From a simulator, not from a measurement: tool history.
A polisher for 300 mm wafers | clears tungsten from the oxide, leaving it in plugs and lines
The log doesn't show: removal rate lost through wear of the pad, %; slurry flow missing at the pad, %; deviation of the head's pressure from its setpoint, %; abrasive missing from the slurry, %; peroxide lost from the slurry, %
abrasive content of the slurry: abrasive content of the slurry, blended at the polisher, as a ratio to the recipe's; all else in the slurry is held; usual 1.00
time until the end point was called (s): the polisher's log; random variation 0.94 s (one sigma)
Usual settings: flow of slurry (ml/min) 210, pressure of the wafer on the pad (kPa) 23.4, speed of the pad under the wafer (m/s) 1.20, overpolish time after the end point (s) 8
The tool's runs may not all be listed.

run	day	flow of slurry (ml/min)	pressure of the wafer on the pad (kPa)	speed of the pad under the wafer (m/s)	abrasive content of the slurry	overpolish time after the end point (s)	wafers since the last listed run	wafers polished on this pad	hours since the slurry nozzle was cleaned	hours since the head pressure was calibrated	hours since the slurry blender was calibrated	hours since the slurry got fresh peroxide	incoming thickness of the incoming film, nm	time until the end point was called (s)
1	0.000	210	23.4	1.20	1.00	8	0	28	263.5	861.9	197.5	108.7	355.5	75.2
2	1.138	210	23.4	1.20	1.00	8	317	345	290.8	889.2	224.8	136.0	353.1	74.1
3	1.762	210	23.4	1.20	1.00	8	174	519	305.8	904.2	239.8	151.0	346.6	73.8
# day 2.629: worn pad replaced by a new one
4	2.650	210	23.4	1.20	0.80	8	200	6	327.1	925.5	261.1	172.3	353.3	77.4
# day 2.967: slurry tank refilled with fresh slurry and peroxide
# day 4.092: head pressure recalibrated
5	4.112	210	23.4	1.20	1.00	8	372	378	362.2	0.5	296.2	27.5	346.5	72.5
6	4.675	210	23.4	1.20	1.00	8	156	535	375.7	14.0	309.7	41.0	351.9	74.7
7	5.283	210	23.4	1.20	1.00	8	169	705	390.3	28.6	324.3	55.6	353.5	74.6
# day 5.454: worn pad replaced by a new one
# day 6.142: slurry blender recalibrated
8	6.488	210	23.4	1.20	1.00	8	266	264	419.2	57.5	8.3	84.5	350.1	78.8
# day 7.333: slurry nozzle cleaned
9	7.354	210	15.2	1.46	0.70	8	230	495	0.5	78.3	29.1	105.3	352.9	104.2
# day 7.921: worn pad replaced by a new one
# day 8.054: slurry blender recalibrated, repeated, since the last time left the tool worse
10	8.150	210	23.4	1.20	1.00	8	152	40	19.6	97.4	2.3	124.4	343.8	68.8
11	9.542	210	23.4	1.20	1.00	8	388	428	53.0	130.8	35.7	157.8	347.6	71.5
12	10.138	155	23.4	1.44	0.80	5	166	595	67.3	145.1	50.0	172.1	349.2	63.7
# day 10.271: slurry tank refilled with fresh slurry and peroxide
# day 10.725: worn pad replaced by a new one
13	11.442	135	26.9	1.20	1.25	10	305	199	98.6	176.4	81.3	28.1	343.2	62.0

Run 14 comes next. What will it give?
14	12.054	210	23.4	1.20	1.20	8	170	370	113.3	191.1	96.0	42.8	354.4	?

{"run 14": {"time until the end point was called (s)": 68.9}}
Without the tool's hidden state the same run would have given time until the end point was called (s) 66.3.
